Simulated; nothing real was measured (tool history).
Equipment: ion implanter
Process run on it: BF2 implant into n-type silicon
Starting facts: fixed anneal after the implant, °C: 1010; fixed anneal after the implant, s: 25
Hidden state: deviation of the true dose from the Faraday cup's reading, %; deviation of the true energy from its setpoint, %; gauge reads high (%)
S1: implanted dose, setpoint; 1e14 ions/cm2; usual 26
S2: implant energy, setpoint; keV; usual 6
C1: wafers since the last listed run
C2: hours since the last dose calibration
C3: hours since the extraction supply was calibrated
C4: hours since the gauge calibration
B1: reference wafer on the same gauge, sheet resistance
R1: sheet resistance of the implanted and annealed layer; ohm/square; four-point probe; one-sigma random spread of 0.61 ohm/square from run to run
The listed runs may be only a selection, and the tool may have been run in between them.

run 1 hour=0 | S1=26 S2=6 | C1=0 C2=1793.9 C3=4221.4 C4=609.5 | B1=184.97 | R1=213.38
-- hour=4.8 Faraday cup replaced and dose calibrated
run 2 hour=47 | S1=26 S2=6 | C1=698 C2=42.2 C3=4268.4 C4=656.5 | B1=185.1 | R1=213.92
run 3 hour=91 | S1=26 S2=6 | C1=728 C2=86.2 C3=4312.4 C4=700.5 | B1=185.07 | R1=215.54
run 4 hour=181.8 | S1=26 S2=6 | C1=1503 C2=177 C3=4403.2 C4=791.3 | B1=184.84 | R1=215
run 5 hour=244 | S1=26 S2=6 | C1=1029 C2=239.2 C3=4465.4 C4=853.5 | B1=185.09 | R1=214.08
run 6 hour=509.2 | S1=24.4 S2=6 | C1=4390 C2=504.4 C3=4730.6 C4=1118.7 | B1=185.17 | R1=214.74
run 7 hour=550.7 | S1=24.4 S2=6 | C1=687 C2=545.9 C3=4772.1 C4=1160.2 | B1=185.08 | R1=214.1
run 8 hour=607.4 | S1=26 S2=6 | C1=938 C2=602.6 C3=4828.8 C4=1216.9 | B1=184.92 | R1=214.04
run 9 hour=662 | S1=26 S2=6 | C1=903 C2=657.2 C3=4883.4 C4=1271.5 | B1=185.1 | R1=214.5
run 10 hour=703.6 | S1=26 S2=6 | C1=688 C2=698.8 C3=4925 C4=1313.1 | B1=184.97 | R1=214.81
run 11 hour=803.6 | S1=26 S2=6 | C1=1655 C2=798.8 C3=5025 C4=1413.1 | B1=185.16 | R1=214.03
run 12 hour=885.8 | S1=26 S2=6 | C1=1360 C2=881 C3=5107.2 C4=1495.3 | B1=185.05 | R1=214.1
run 13 hour=948.3 | S1=26 S2=6 | C1=1034 C2=943.5 C3=5169.7 C4=1557.8 | B1=185.04 | R1=214.52
run 14 hour=1017.1 | S1=26 S2=6 | C1=1139 C2=1012.3 C3=5238.5 C4=1626.6 | B1=185.13 | R1=214.93
run 15 hour=1104.4 | S1=26 S2=6 | C1=1445 C2=1099.6 C3=5325.8 C4=1713.9 | B1=184.99 | R1=215.06
run 16 hour=1176.3 | S1=26 S2=6 | C1=1190 C2=1171.5 C3=5397.7 C4=1785.8 | B1=184.93 | R1=214.78
run 17 hour=1220.3 | S1=26 S2=6 | C1=728 C2=1215.5 C3=5441.7 C4=1829.8 | B1=185 | R1=214.05
-- hour=1301.2 gauge calibrated
run 18 hour=1543.3 | S1=27.61 S2=6 | C1=5347 C2=1538.5 C3=5764.7 C4=242.1 | B1=184.77 | R1=214.79
run 19 hour=1605.1 | S1=30.04 S2=4 | C1=1023 C2=1600.3 C3=5826.5 C4=303.9 | B1=184.91 | R1=235.18
run 20 hour=1644.5 | S1=26 S2=6 | C1=652 C2=1639.7 C3=5865.9 C4=343.3 | B1=185.11 | R1=213.41
run 21 hour=1710 | S1=26 S2=6 | C1=1084 C2=1705.2 C3=5931.4 C4=408.8 | B1=185.03 | R1=214.81
-- hour=1764.9 Faraday cup replaced and dose calibrated
run 22 hour=1813.1 | S1=26 S2=6 | C1=1574 C2=48.2 C3=6034.5 C4=511.9 | B1=184.83 | R1=214.4
run 23 hour=1919.4 | S1=20.9 S2=8 | C1=1759 C2=154.5 C3=6140.8 C4=618.2 | B1=184.86 | R1=199.23
run 24 hour=1990 | S1=20.93 S2=7 | C1=1168 C2=225.1 C3=6211.4 C4=688.8 | B1=184.91 | R1=204.62
run 25 hour=2080.9 | S1=26 S2=6 | C1=1504 C2=316 C3=6302.3 C4=779.7 | B1=184.9 | R1=214.59
run 26 hour=2230.4 | S1=26 S2=7.5 | C1=2475 C2=465.5 C3=6451.8 C4=929.2 | B1=184.93 | R1=202.37
run 27 hour=2309.8 | S1=23.15 S2=4.5 | C1=1314 C2=544.9 C3=6531.2 C4=1008.6 | B1=184.98 | R1=226.25
-- hour=2319.3 extraction supply calibrated
run 28 hour=2365.6 | S1=32.06 S2=7 | C1=791 C2=600.7 C3=46.3 C4=1064.4 | B1=184.87 | R1=207.37
run 29 hour=2414.3 | S1=26 S2=6 | C1=806 C2=649.4 C3=95 C4=1113.1 | B1=185.16 | R1=214.48
run 30 hour=2452.3 | S1=31.29 S2=5.5 | C1=629 C2=687.4 C3=133 C4=1151.1 | B1=184.87 | R1=219.54
run 31 hour=2533.2 | S1=29.87 S2=7.5 | C1=1339 C2=768.3 C3=213.9 C4=1232 | B1=185.03 | R1=203.78
run 32 hour=2607.5 | S1=18.93 S2=6.5 | C1=1230 C2=842.6 C3=288.2 C4=1306.3 | B1=185.05 | R1=207.49
run 33 hour=2707.5 | S1=26 S2=8 | C1=1655 C2=942.6 C3=388.2 C4=1406.3 | B1=184.96 | R1=200.29
run 34 hour=2785.6 | S1=28.81 S2=4.5 | C1=1292 C2=1020.7 C3=466.3 C4=1484.4 | B1=185.05 | R1=230.91
-- hour=2850.5 gauge calibrated
run 35 hour=2875.1 | S1=29.69 S2=5.5 | C1=1481 C2=1110.2 C3=555.8 C4=24.6 | B1=184.96 | R1=219.74
run 36 hour=2963.6 | S1=32.06 S2=7 | C1=1465 C2=1198.7 C3=644.3 C4=113.1 | B1=185.01 | R1=207.63
run 37 hour=3057.3 | S1=20.01 S2=6 | C1=1551 C2=1292.4 C3=738 C4=206.8 | B1=185.12 | R1=214.07

How the hidden state differs across the entries between the runs, from the last listed run before each to the first after it:
After run 1, before run 2: Faraday cup replaced and dose calibrated (hour 4.8)
  the hidden state is the same at both runs
After run 17, before run 18: gauge calibrated (hour 1301.2)
  the hidden state is the same at both runs
After run 21, before run 22: Faraday cup replaced and dose calibrated (hour 1764.9)
  the hidden state is the same at both runs
After run 27, before run 28: extraction supply calibrated (hour 2319.3)
  the hidden state is the same at both runs
After run 34, before run 35: gauge calibrated (hour 2850.5)
  the hidden state is the same at both runs

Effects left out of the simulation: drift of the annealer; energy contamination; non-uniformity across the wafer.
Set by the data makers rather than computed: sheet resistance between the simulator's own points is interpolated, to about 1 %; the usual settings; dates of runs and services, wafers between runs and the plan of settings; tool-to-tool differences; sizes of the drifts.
